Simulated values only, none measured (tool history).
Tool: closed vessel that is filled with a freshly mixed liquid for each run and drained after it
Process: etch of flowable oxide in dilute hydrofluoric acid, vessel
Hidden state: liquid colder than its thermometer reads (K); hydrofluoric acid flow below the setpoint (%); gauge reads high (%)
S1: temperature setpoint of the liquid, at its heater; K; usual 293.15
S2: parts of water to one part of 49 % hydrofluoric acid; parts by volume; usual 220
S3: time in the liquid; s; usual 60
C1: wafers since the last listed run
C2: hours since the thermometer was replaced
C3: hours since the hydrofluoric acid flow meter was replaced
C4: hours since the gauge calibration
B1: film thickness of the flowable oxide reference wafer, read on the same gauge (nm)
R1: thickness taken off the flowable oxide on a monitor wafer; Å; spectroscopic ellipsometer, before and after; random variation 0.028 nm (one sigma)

| run | hour | S1 | S2 | S3 | C1 | C2 | C3 | C4 | B1 | R1 |
|---|---|---|---|---|---|---|---|---|---|---|
| 1 | 0 | 290.15 | 220 | 60 | 0 | 330.9 | 1821 | 294.9 | 99.99 | 63.6 |
| 2 | 28.4 | 290.15 | 220 | 60 | 3543 | 359.3 | 1849.4 | 323.3 | 100.01 | 63.9 |
| 3 | 46.3 | 294.65 | 220 | 60 | 2233 | 377.2 | 1867.3 | 341.2 | 100.02 | 76 |
| 4 | 53.4 | 294.65 | 220 | 60 | 885 | 384.3 | 1874.4 | 348.3 | 100 | 76 |
| 5 | 66.7 | 293.15 | 220 | 60 | 1659 | 397.6 | 1887.7 | 361.6 | 100.01 | 72 |
| 6 | 84.1 | 293.15 | 220 | 60 | 2171 | 415 | 1905.1 | 379 | 100 | 71.7 |
| 7 | 122.1 | 293.15 | 220 | 60 | 4741 | 453 | 1943.1 | 417 | 100.02 | 71.1 |
| 8 | 149.6 | 293.15 | 220 | 60 | 3431 | 480.5 | 1970.6 | 444.5 | 100 | 72.2 |
| 9 | 162.4 | 292.15 | 220 | 60 | 1597 | 493.3 | 1983.4 | 457.3 | 100.01 | 68.8 |
| 10 | 177.4 | 292.15 | 220 | 60 | 1871 | 508.3 | 1998.4 | 472.3 | 100.02 | 68.8 |
| 11 | 189.5 | 292.15 | 220 | 60 | 1509 | 520.4 | 2010.5 | 484.4 | 100 | 69.1 |
| 12 | 200.5 | 293.15 | 220 | 60 | 1372 | 531.4 | 2021.5 | 495.4 | 99.99 | 71.7 |
|  | 206.2 | thermometer replaced |
| 13 | 214.6 | 293.15 | 185 | 60 | 1634 | 8.4 | 2035.6 | 509.5 | 99.98 | 88.9 |
| 14 | 225.5 | 295.15 | 220 | 60 | 1360 | 19.3 | 2046.5 | 520.4 | 99.99 | 77.1 |
| 15 | 240.8 | 295.15 | 220 | 60 | 1909 | 34.6 | 2061.8 | 535.7 | 100 | 76.7 |
|  | 242.3 | hydrofluoric acid flow meter replaced |
| 16 | 256.9 | 295.65 | 220 | 60 | 1884 | 50.7 | 14.6 | 551.8 | 100.01 | 78.7 |
| 17 | 271 | 293.15 | 220 | 60 | 1759 | 64.8 | 28.7 | 565.9 | 100 | 71.3 |
| 18 | 280.2 | 293.15 | 220 | 60 | 1147 | 74 | 37.9 | 575.1 | 99.99 | 71.4 |
| 19 | 286.8 | 291.15 | 285 | 60 | 823 | 80.6 | 44.5 | 581.7 | 100.01 | 48.2 |
| 20 | 297.2 | 293.15 | 220 | 60 | 1297 | 91 | 54.9 | 592.1 | 100 | 71.6 |
| 21 | 347.6 | 290.15 | 155 | 60 | 6288 | 141.4 | 105.3 | 642.5 | 100.01 | 96.2 |
| 22 | 363.4 | 293.15 | 130 | 45 | 1971 | 157.2 | 121.1 | 658.3 | 99.99 | 99.5 |
|  | 364.6 | gauge calibrated |
| 23 | 371.5 | 293.15 | 220 | 75 | 1010 | 165.3 | 129.2 | 6.9 | 100 | 89.7 |
| 24 | 387.9 | 293.15 | 300 | 60 | 2046 | 181.7 | 145.6 | 23.3 | 100.01 | 49.1 |
| 25 | 402.3 | 297.65 | 220 | 50 | 1796 | 196.1 | 160 | 37.7 | 100 | 70.8 |
| 26 | 409.3 | 291.15 | 110 | 85 | 873 | 203.1 | 167 | 44.7 | 99.99 | 207.8 |
| 27 | 419.6 | 293.15 | 220 | 60 | 1285 | 213.4 | 177.3 | 55 | 100 | 71.8 |
| 28 | 426 | 293.15 | 275 | 30 | 798 | 219.8 | 183.7 | 61.4 | 100.01 | 27.1 |
| 29 | 434.7 | 293.15 | 220 | 60 | 1085 | 228.5 | 192.4 | 70.1 | 100.02 | 71.6 |
| 30 | 446.9 | 296.15 | 160 | 70 | 1522 | 240.7 | 204.6 | 82.3 | 100.01 | 137.6 |
| 31 | 458.7 | 290.15 | 275 | 60 | 1472 | 252.5 | 216.4 | 94.1 | 99.99 | 48.6 |
| 32 | 475.9 | 293.15 | 220 | 40 | 2146 | 269.7 | 233.6 | 111.3 | 100.01 | 47.7 |
| 33 | 489.9 | 293.15 | 220 | 60 | 1746 | 283.7 | 247.6 | 125.3 | 100 | 72.3 |
| 34 | 502.6 | 293.15 | 220 | 80 | 1584 | 296.4 | 260.3 | 138 | 100.01 | 95.4 |
| 35 | 510.5 | 293.15 | 290 | 60 | 985 | 304.3 | 268.2 | 145.9 | 100.01 | 50.9 |

How the hidden state differs across the entries between the runs, from the last listed run before each to the first after it:
Between runs 12 and 13: thermometer replaced (hour 206.2)
  no hidden state differs between the two runs
Between runs 15 and 16: hydrofluoric acid flow meter replaced (hour 242.3)
  no hidden state differs between the two runs
Between runs 22 and 23: gauge calibrated (hour 364.6)
  no hidden state differs between the two runs
